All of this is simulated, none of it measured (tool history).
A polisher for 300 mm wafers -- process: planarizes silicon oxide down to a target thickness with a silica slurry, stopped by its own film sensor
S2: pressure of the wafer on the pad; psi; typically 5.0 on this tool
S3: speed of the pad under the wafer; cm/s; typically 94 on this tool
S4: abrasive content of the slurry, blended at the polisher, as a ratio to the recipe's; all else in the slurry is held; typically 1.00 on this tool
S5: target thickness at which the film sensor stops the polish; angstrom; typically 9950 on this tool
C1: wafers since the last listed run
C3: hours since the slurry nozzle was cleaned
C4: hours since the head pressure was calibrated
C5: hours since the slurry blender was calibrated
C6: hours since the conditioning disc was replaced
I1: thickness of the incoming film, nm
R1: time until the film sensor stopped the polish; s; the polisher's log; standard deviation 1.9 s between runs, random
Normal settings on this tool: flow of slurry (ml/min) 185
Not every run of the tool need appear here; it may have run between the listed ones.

Run 1, day 0.000: usual settings; C1 0; wafers polished on this pad 97; C3 262.5; C4 929.3; C5 57.0; C6 277.2; I1 1416.1. Result: R1 133.6 s.
At day 0.058: conditioning disc replaced and pad reconditioned.
Run 2, day 1.212: usual settings; C1 237; wafers polished on this pad 334; C3 291.6; C4 958.4; C5 86.1; C6 27.7; I1 1433.1. Result: R1 145.2 s.
Run 3, day 2.258: usual settings; C1 215; wafers polished on this pad 549; C3 316.7; C4 983.5; C5 111.2; C6 52.8; I1 1413.8. Result: R1 135.3 s.
Run 4, day 2.971: usual settings but flow of slurry (ml/min) 220, S2 5.6 psi; C1 146; wafers polished on this pad 696; C3 333.8; C4 1000.6; C5 128.3; C6 69.9; I1 1434.0. Result: R1 128.1 s.
Run 5, day 4.175: usual settings but flow of slurry (ml/min) 220, S2 5.6 psi; C1 248; wafers polished on this pad 944; C3 362.7; C4 1029.5; C5 157.2; C6 98.8; I1 1401.3. Result: R1 119.0 s.
At day 5.217: worn pad replaced by a new one.
Run 6, day 5.638: usual settings but S2 6.4 psi; C1 266; wafers polished on this pad 87; C3 397.8; C4 1064.6; C5 192.3; C6 133.9; I1 1408.6. Result: R1 101.1 s.
Run 7, day 7.117: usual settings but S2 6.4 psi; C1 304; wafers polished on this pad 391; C3 433.3; C4 1100.1; C5 227.8; C6 169.4; I1 1438.4. Result: R1 111.8 s.
Run 8, day 8.150: usual settings but S2 6.4 psi; C1 212; wafers polished on this pad 604; C3 458.1; C4 1124.9; C5 252.6; C6 194.2; I1 1421.7. Result: R1 108.4 s.
Run 9, day 9.329: usual settings; C1 242; wafers polished on this pad 847; C3 486.4; C4 1153.2; C5 280.9; C6 222.5; I1 1426.0. Result: R1 144.2 s.
At day 10.154: worn pad replaced by a new one.
Run 10, day 10.442: usual settings but flow of slurry (ml/min) 170, S2 5.9 psi; C1 194; wafers polished on this pad 58; C3 513.1; C4 1179.9; C5 307.6; C6 249.2; I1 1434.0. Result: R1 123.2 s.
At day 10.892: slurry nozzle cleaned.
Run 11, day 11.579: usual settings but flow of slurry (ml/min) 125, S3 112 cm/s, S5 8760 angstrom; C1 225; wafers polished on this pad 284; C3 16.5; C4 1207.2; C5 334.9; C6 276.5; I1 1420.5. Result: R1 166.3 s.
Run 12, day 12.175: usual settings; C1 122; wafers polished on this pad 407; C3 30.8; C4 1221.5; C5 349.2; C6 290.8; I1 1421.2. Result: R1 143.4 s.
Run 13, day 13.083: usual settings but S3 118 cm/s; C1 187; wafers polished on this pad 594; C3 52.6; C4 1243.3; C5 371.0; C6 312.6; I1 1410.2. Result: R1 116.1 s.
At day 13.467: conditioning disc replaced and pad reconditioned.
At day 13.812: slurry blender recalibrated.
Run 14, day 14.450: usual settings but S5 10400 angstrom; C1 247; wafers polished on this pad 841; C3 85.4; C4 1276.1; C5 15.3; C6 23.6; I1 1432.3. Result: R1 134.2 s.
At day 14.688: worn pad replaced by a new one.
Run 15, day 15.554: usual settings but S3 82 cm/s; C1 193; wafers polished on this pad 178; C3 111.9; C4 1302.6; C5 41.8; C6 50.1; I1 1437.8. Result: R1 161.2 s.
At day 16.171: head pressure recalibrated.
Run 16, day 16.908: usual settings but flow of slurry (ml/min) 210, S2 5.9 psi, S3 74 cm/s, S4 1.10; C1 261; wafers polished on this pad 440; C3 144.4; C4 17.7; C5 74.3; C6 82.6; I1 1430.7. Result: R1 131.9 s.
Run 17, day 17.975: usual settings but S2 3.4 psi, S3 70 cm/s, S4 1.25; C1 219; wafers polished on this pad 659; C3 170.0; C4 43.3; C5 99.9; C6 108.2; I1 1403.7. Result: R1 217.4 s.
Run 18, day 19.142: usual settings but S2 3.3 psi, S4 0.90; C1 240; wafers polished on this pad 900; C3 198.0; C4 71.3; C5 127.9; C6 136.2; I1 1411.8. Result: R1 209.4 s.
At day 19.567: worn pad replaced by a new one.
Run 19, day 22.021: usual settings but S5 10430 angstrom; C1 558; wafers polished on this pad 505; C3 267.1; C4 140.4; C5 197.0; C6 205.3; I1 1407.8. Result: R1 110.0 s.
Run 20, day 22.967: usual settings; C1 194; wafers polished on this pad 700; C3 289.8; C4 163.1; C5 219.7; C6 228.0; I1 1407.6. Result: R1 130.5 s.

Branching from run 20: 3 alternative next runs. What would each branch give?
Run A, day 22.988: usual settings but S4 1.20; C1 4; wafers polished on this pad 704; C3 290.3; C4 163.6; C5 220.2; C6 228.5; I1 1409.3. Result: R1 ?.
Run B, day 22.988: usual settings but flow of slurry (ml/min) 210, S3 122 cm/s, S4 0.85, S5 8700 angstrom; C1 4; wafers polished on this pad 704; C3 290.3; C4 163.6; C5 220.2; C6 228.5; I1 1409.3. Result: R1 ?.
Run C, day 22.988: usual settings but flow of slurry (ml/min) 240, S2 3.7 psi, S3 68 cm/s, S4 1.20; C1 4; wafers polished on this pad 704; C3 290.3; C4 163.6; C5 220.2; C6 228.5; I1 1409.3. Result: R1 ?.

run     R1
  A  120.8
  B  142.6
  C  204.9
With no hidden state in the tool, these same runs would have given:
run     R1
  A  111.6
  B  131.7
  C  189.2
